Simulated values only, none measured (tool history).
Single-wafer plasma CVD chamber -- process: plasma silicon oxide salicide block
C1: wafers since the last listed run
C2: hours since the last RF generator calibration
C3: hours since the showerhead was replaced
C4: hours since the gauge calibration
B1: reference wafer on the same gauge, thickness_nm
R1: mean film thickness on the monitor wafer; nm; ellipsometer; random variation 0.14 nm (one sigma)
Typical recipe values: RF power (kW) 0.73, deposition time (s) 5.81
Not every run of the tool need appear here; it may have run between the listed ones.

Run 1, hour 0: usual settings but deposition time (s) 6.32; C1 0; C2 562.3; C3 3922.2; C4 2442; B1 64.409. Result: R1 65.513 nm.
Run 2, hour 57.6: usual settings but deposition time (s) 6.32; C1 895; C2 619.9; C3 3979.8; C4 2499.6; B1 64.461. Result: R1 65.486 nm.
Run 3, hour 99.3: usual settings; C1 648; C2 661.6; C3 4021.5; C4 2541.3; B1 64.427. Result: R1 60.37 nm.
Run 4, hour 390.9: usual settings; C1 4534; C2 953.2; C3 4313.1; C4 2832.9; B1 64.41. Result: R1 60.115 nm.
Run 5, hour 486.9: usual settings; C1 1492; C2 1049.2; C3 4409.1; C4 2928.9; B1 64.384. Result: R1 59.99 nm.
Run 6, hour 525.6: usual settings but deposition time (s) 6.66; C1 601; C2 1087.9; C3 4447.8; C4 2967.6; B1 64.36. Result: R1 68.835 nm.
Run 7, hour 581.8: usual settings but deposition time (s) 6.66; C1 873; C2 1144.1; C3 4504; C4 3023.8; B1 64.379. Result: R1 68.839 nm.
Run 8, hour 657.3: usual settings but deposition time (s) 6.66; C1 1173; C2 1219.6; C3 4579.5; C4 3099.3; B1 64.349. Result: R1 68.74 nm.
Run 9, hour 710.8: usual settings but RF power (kW) 0.685; C1 831; C2 1273.1; C3 4633; C4 3152.8; B1 64.458. Result: R1 58.006 nm.
Run 10, hour 768.6: usual settings but RF power (kW) 0.685; C1 898; C2 1330.9; C3 4690.8; C4 3210.6; B1 64.45. Result: R1 58.15 nm.
Run 11, hour 867.8: usual settings but RF power (kW) 0.685; C1 1542; C2 1430.1; C3 4790; C4 3309.8; B1 64.384. Result: R1 58.094 nm.
Run 12, hour 904.8: usual settings but deposition time (s) 4.91; C1 575; C2 1467.1; C3 4827; C4 3346.8; B1 64.391. Result: R1 50.402 nm.
Run 13, hour 1036.4: usual settings but RF power (kW) 0.665; C1 2046; C2 1598.7; C3 4958.6; C4 3478.4; B1 64.381. Result: R1 57.269 nm.
Run 14, hour 1100.3: usual settings but RF power (kW) 0.675, deposition time (s) 5.42; C1 993; C2 1662.6; C3 5022.5; C4 3542.3; B1 64.424. Result: R1 53.792 nm.
Run 15, hour 1153.9: usual settings but RF power (kW) 0.675, deposition time (s) 5.42; C1 833; C2 1716.2; C3 5076.1; C4 3595.9; B1 64.424. Result: R1 53.559 nm.
Run 16, hour 1214.5: usual settings but RF power (kW) 0.675, deposition time (s) 5.42; C1 942; C2 1776.8; C3 5136.7; C4 3656.5; B1 64.402. Result: R1 53.299 nm.
Run 17, hour 1318.5: usual settings but deposition time (s) 6.12; C1 1617; C2 1880.8; C3 5240.7; C4 3760.5; B1 64.442. Result: R1 62.124 nm.
Run 18, hour 1369: usual settings; C1 785; C2 1931.3; C3 5291.2; C4 3811; B1 64.425. Result: R1 58.806 nm.
Run 19, hour 1412.8: usual settings; C1 681; C2 1975.1; C3 5335; C4 3854.8; B1 64.395. Result: R1 58.857 nm.
At hour 1546.8: RF generator calibrated.
Run 20, hour 1659.7: usual settings but deposition time (s) 6.27; C1 3714; C2 112.9; C3 5581.9; C4 4101.7; B1 64.406. Result: R1 65.071 nm.
At hour 1895.8: gauge calibrated.
Run 21, hour 1949.4: usual settings but deposition time (s) 6.27; C1 4504; C2 402.6; C3 5871.6; C4 53.6; B1 64.417. Result: R1 65.167 nm.
Run 22, hour 2025.5: usual settings; C1 1183; C2 478.7; C3 5947.7; C4 129.7; B1 64.449. Result: R1 60.296 nm.
Run 23, hour 2074.9: usual settings but RF power (kW) 0.67, deposition time (s) 6.7; C1 768; C2 528.1; C3 5997.1; C4 179.1; B1 64.389. Result: R1 67.105 nm.
Run 24, hour 2161.8: usual settings but RF power (kW) 0.61, deposition time (s) 6.37; C1 1351; C2 615; C3 6084; C4 266; B1 64.392. Result: R1 61.683 nm.
Run 25, hour 2227: usual settings but RF power (kW) 0.685, deposition time (s) 6.58; C1 1013; C2 680.2; C3 6149.2; C4 331.2; B1 64.416. Result: R1 66.394 nm.
Run 26, hour 2268: usual settings but RF power (kW) 0.865; C1 637; C2 721.2; C3 6190.2; C4 372.2; B1 64.412. Result: R1 64.141 nm.
Run 27, hour 2365.7: usual settings but RF power (kW) 0.65, deposition time (s) 6.66; C1 1519; C2 818.9; C3 6287.9; C4 469.9; B1 64.412. Result: R1 65.83 nm.
Run 28, hour 2559.5: usual settings but RF power (kW) 0.63, deposition time (s) 5.09; C1 3013; C2 1012.7; C3 6481.7; C4 663.7; B1 64.415. Result: R1 49.39 nm.
At hour 2657.1: showerhead replaced.
Run 29, hour 2657.6: usual settings but RF power (kW) 0.67, deposition time (s) 4.82; C1 1400; C2 1110.8; C3 0.5; C4 761.8; B1 64.432. Result: R1 47.945 nm.
Run 30, hour 2715.3: usual settings but deposition time (s) 4.88; C1 897; C2 1168.5; C3 58.2; C4 819.5; B1 64.43. Result: R1 50.352 nm.
Run 31, hour 2769.5: usual settings but deposition time (s) 5.33; C1 842; C2 1222.7; C3 112.4; C4 873.7; B1 64.395. Result: R1 54.875 nm.
Run 32, hour 2833.7: usual settings but RF power (kW) 0.59, deposition time (s) 6.47; C1 998; C2 1286.9; C3 176.6; C4 937.9; B1 64.461. Result: R1 61.18 nm.
Run 33, hour 2915.8: usual settings but RF power (kW) 0.64, deposition time (s) 6.17; C1 1276; C2 1369; C3 258.7; C4 1020; B1 64.415. Result: R1 60.277 nm.
Run 34, hour 2959.7: usual settings; C1 682; C2 1412.9; C3 302.6; C4 1063.9; B1 64.393. Result: R1 59.609 nm.
Run 35, hour 3057: usual settings but RF power (kW) 0.665, deposition time (s) 6.69; C1 1512; C2 1510.2; C3 399.9; C4 1161.2; B1 64.367. Result: R1 65.964 nm.
Run 36, hour 3148.8: usual settings but RF power (kW) 0.84, deposition time (s) 6.39; C1 1427; C2 1602; C3 491.7; C4 1253; B1 64.4. Result: R1 68.956 nm.
Run 37, hour 3206.9: usual settings; C1 903; C2 1660.1; C3 549.8; C4 1311.1; B1 64.425. Result: R1 59.163 nm.
Run 38, hour 3267.2: usual settings but RF power (kW) 0.81, deposition time (s) 6.93; C1 937; C2 1720.4; C3 610.1; C4 1371.4; B1 64.358. Result: R1 73.373 nm.
Run 39, hour 3303.3: usual settings; C1 561; C2 1756.5; C3 646.2; C4 1407.5; B1 64.41. Result: R1 59.288 nm.
Run 40, hour 3364.5: usual settings; C1 951; C2 1817.7; C3 707.4; C4 1468.7; B1 64.391. Result: R1 58.976 nm.

Predict the results of run 41:
Run 41, hour 3466.9: usual settings; C1 1592; C2 1920.1; C3 809.8; C4 1571.1; B1 ?. Result: R1 ?.

{"run 41": {"B1": 64.389, "R1": 59.035}}
Minus the tool's unlogged condition, the same run would have read R1 60.598 nm.
